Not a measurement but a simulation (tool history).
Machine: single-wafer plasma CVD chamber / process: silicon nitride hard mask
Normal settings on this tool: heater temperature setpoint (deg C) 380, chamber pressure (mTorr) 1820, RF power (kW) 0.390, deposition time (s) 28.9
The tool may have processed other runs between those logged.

run    hour  heater temperature setpoint (deg C)  chamber pressure (mTorr)  RF power (kW)  deposition time (s)  wafers since the last listed run  hours since the last thermocouple change  hours since the last RF generator calibration  hours since the last manometer calibration  hours since the showerhead was replaced  hours since the gauge calibration  read-back reference wafer on the same gauge, thickness_nm  mean film thickness on the monitor wafer (nm)
  1     0.0                                  386                      1820          0.390                 28.9                                 0                                     182.3                                         1213.4                                       495.7                                   3138.0                             1183.9                                                     38.803                                         38.728
  2    55.4                                  386                      1820          0.390                 28.9                               991                                     237.7                                         1268.8                                       551.1                                   3193.4                             1239.3                                                     38.772                                         38.467
  3   115.7                                  380                      1820          0.390                 28.9                              1079                                     298.0                                         1329.1                                       611.4                                   3253.7                             1299.6                                                     38.791                                         38.625
  4   222.0                                  380                      1820          0.390                 28.9                              1903                                     404.3                                         1435.4                                       717.7                                   3360.0                             1405.9                                                     38.832                                         38.532
      275.0  -- gauge calibrated
  5   296.2                                  380                      1820          0.390                 28.9                              1328                                     478.5                                         1509.6                                       791.9                                   3434.2                               21.2                                                     38.819                                         38.196
  6   393.3                                  380                      1820          0.390                 28.9                              1738                                     575.6                                         1606.7                                       889.0                                   3531.3                              118.3                                                     38.821                                         38.601
  7   493.0                                  380                      1820          0.390                 28.9                              1785                                     675.3                                         1706.4                                       988.7                                   3631.0                              218.0                                                     38.831                                         38.490
  8   541.5                                  380                      2050          0.390                 28.9                               868                                     723.8                                         1754.9                                      1037.2                                   3679.5                              266.5                                                     38.777                                         39.818
  9   599.2                                  380                      1820          0.390                 31.0                              1033                                     781.5                                         1812.6                                      1094.9                                   3737.2                              324.2                                                     38.831                                         41.065
 10   643.9                                  372                      1560          0.340                 26.0                               800                                     826.2                                         1857.3                                      1139.6                                   3781.9                              368.9                                                     38.778                                         29.815
 11   689.1                                  389                      1820          0.390                 28.9                               809                                     871.4                                         1902.5                                      1184.8                                   3827.1                              414.1                                                     38.737                                         37.827
      746.4  -- thermocouple changed; heater temperature recalibrated
 12   777.4                                  374                      1820          0.320                 32.0                              1437                                      31.0                                         1990.8                                      1273.1                                   3915.4                              502.4                                                     38.830                                         37.657
      827.9  -- capacitance manometer re-zeroed and calibrated
 13  1022.7                                  366                      2170          0.445                 28.9                              4248                                     276.3                                         2236.1                                       194.8                                   4160.7                              747.7                                                     38.778                                         44.908
 14  1086.7                                  395                      1820          0.390                 26.8                              1145                                     340.3                                         2300.1                                       258.8                                   4224.7                              811.7                                                     38.797                                         36.085
     1095.0  -- showerhead replaced
 15  1189.1                                  380                      1820          0.335                 28.9                              1690                                     442.7                                         2402.5                                       361.2                                     94.1                              914.1                                                     38.807                                         35.720
 16  1292.5                                  380                      2230          0.360                 33.3                              1851                                     546.1                                         2505.9                                       464.6                                    197.5                             1017.5                                                     38.824                                         45.992
     1340.8  -- RF generator calibrated
 17  1373.6                                  380                      1820          0.390                 28.9                              1308                                     627.2                                           32.8                                       545.7                                    278.6                             1098.6                                                     38.824                                         38.734
 18  1431.5                                  372                      1480          0.455                 33.1                              1036                                     685.1                                           90.7                                       603.6                                    336.5                             1156.5                                                     38.848                                         44.518
 19  1472.7                                  388                      1620          0.390                 28.9                               737                                     726.3                                          131.9                                       644.8                                    377.7                             1197.7                                                     38.774                                         37.045
 20  1512.4                                  380                      1820          0.390                 28.9                               710                                     766.0                                          171.6                                       684.5                                    417.4                             1237.4                                                     38.801                                         38.814
     1551.0  -- thermocouple changed; heater temperature recalibrated
 21  1620.2                                  384                      1820          0.390                 27.2                              1786                                      69.2                                          279.4                                       792.3                                    525.2                             1345.2                                                     38.828                                         36.279
 22  1666.7                                  384                      1820          0.390                 24.5                               832                                     115.7                                          325.9                                       838.8                                    571.7                             1391.7                                                     38.756                                         32.603
     1740.7  -- gauge calibrated
 23  1755.2                                  380                      1820          0.390                 28.9                              1584                                     204.2                                          414.4                                       927.3                                    660.2                               14.5                                                     38.793                                         38.411
 24  1797.7                                  380                      1820          0.315                 30.4                               760                                     246.7                                          456.9                                       969.8                                    702.7                               57.0                                                     38.815                                         35.684
 25  1903.4                                  380                      1820          0.390                 28.9                              1892                                     352.4                                          562.6                                      1075.5                                    808.4                              162.7                                                     38.809                                         38.338
 26  1996.1                                  380                      1820          0.390                 28.9                              1659                                     445.1                                          655.3                                      1168.2                                    901.1                              255.4                                                     38.794                                         38.044
 27  2093.5                                  380                      1820          0.315                 28.9                              1743                                     542.5                                          752.7                                      1265.6                                    998.5                              352.8                                                     38.836                                         33.504
     2120.9  -- capacitance manometer re-zeroed and calibrated
 28  2129.7                                  380                      1820          0.390                 28.9                               504                                     578.7                                          788.9                                         8.8                                   1034.7                              389.0                                                     38.781                                         39.485

Describe how what the log doesn't record of the tool's condition differs between the last listed run preceding each entry between runs and the first listed run following it.
From run 4 to run 5: gauge calibrated (hour 275.0)
  true pressure above the setpoint (%): -5.43 -> -5.95
  measured minus no-state result, mean film thickness on the monitor wafer (nm): -0.818 -> -0.891
From run 11 to run 12: thermocouple changed; heater temperature recalibrated (hour 746.4)
  true pressure above the setpoint (%): -8.65 -> -9.26
  measured minus no-state result, mean film thickness on the monitor wafer (nm): -1.328 -> -1.427
From run 12 to run 13: capacitance manometer re-zeroed and calibrated (hour 827.9)
  true pressure above the setpoint (%): -9.26 -> -1.13
  measured minus no-state result, mean film thickness on the monitor wafer (nm): -1.427 -> -0.177
From run 14 to run 15: showerhead replaced (hour 1095.0)
  true pressure above the setpoint (%): -1.57 -> -2.28
  measured minus no-state result, mean film thickness on the monitor wafer (nm): -0.214 -> -0.309
From run 16 to run 17: RF generator calibrated (hour 1340.8)
  true pressure above the setpoint (%): -2.99 -> -3.55
  measured minus no-state result, mean film thickness on the monitor wafer (nm): -0.486 -> -0.528
From run 20 to run 21: thermocouple changed; heater temperature recalibrated (hour 1551.0)
  true pressure above the setpoint (%): -4.5 -> -5.25
  measured minus no-state result, mean film thickness on the monitor wafer (nm): -0.678 -> -0.743
From run 22 to run 23: gauge calibrated (hour 1740.7)
  true pressure above the setpoint (%): -5.57 -> -6.18
  measured minus no-state result, mean film thickness on the monitor wafer (nm): -0.711 -> -0.933
From run 27 to run 28: capacitance manometer re-zeroed and calibrated (hour 2120.9)
  true pressure above the setpoint (%): -8.5 -> 1.01
  measured minus no-state result, mean film thickness on the monitor wafer (nm): -1.155 -> +0.147
